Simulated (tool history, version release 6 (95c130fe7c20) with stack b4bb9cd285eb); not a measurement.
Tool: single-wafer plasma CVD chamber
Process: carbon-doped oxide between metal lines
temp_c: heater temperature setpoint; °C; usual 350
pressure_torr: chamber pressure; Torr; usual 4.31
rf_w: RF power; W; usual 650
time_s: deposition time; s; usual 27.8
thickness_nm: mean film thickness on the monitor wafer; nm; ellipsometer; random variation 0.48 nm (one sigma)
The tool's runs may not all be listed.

run,hour,temp_c,pressure_torr,rf_w,time_s,"read-back reference wafer on the same gauge, thickness_nm",thickness_nm
1,0,350,4.64,560,27.8,169.2,135.161
2,10.8,350,3.46,650,27.8,169.078,146.635
3,17.9,350,4.31,705,27.8,168.799,160.266
4,27.5,350,4.31,705,27.8,168.841,159.415
5,34.9,350,4.31,705,27.8,169.044,159.928
6,43.4,350,4.31,650,24.1,168.794,130.274
# hour 51.9: gauge calibrated
7,59.8,359,4.31,650,27.8,168.96,146.611
# hour 82: RF generator calibrated
8,94.4,350,4.31,750,27.8,169.038,178.999
9,106.6,350,3.46,650,27.8,169.228,156.68
# hour 124.8: showerhead replaced
10,125.3,350,4.31,650,27.8,169.349,160.577
11,132.4,345,3.44,570,27.8,169.024,143.383
12,146.9,364,4.93,690,30.3,168.777,181.295
13,163,350,4.31,650,30.3,168.651,175.26
14,178.1,364,4.93,690,30.3,168.872,180.932
15,187.5,350,4.31,650,27.8,168.928,161.659
# hour 203.2: thermocouple changed; heater temperature recalibrated
16,204.3,357,3.61,770,27.8,168.845,174.867
17,217.2,350,4.31,650,27.8,169.007,161.501
18,257.9,354,5.2,650,27.8,169.008,163.918
19,265.4,357,3.61,770,27.8,168.858,175.35
20,276.4,350,3.81,650,27.8,169.274,158.593

Run 21 comes next. What will it give?
21,282.7,342,3.94,650,27.8,?,?

read-back reference wafer on the same gauge, thickness_nm: 168.949
thickness_nm: 163.47 nm
Without the tool's hidden state the same run would have given thickness_nm 164.075 nm.
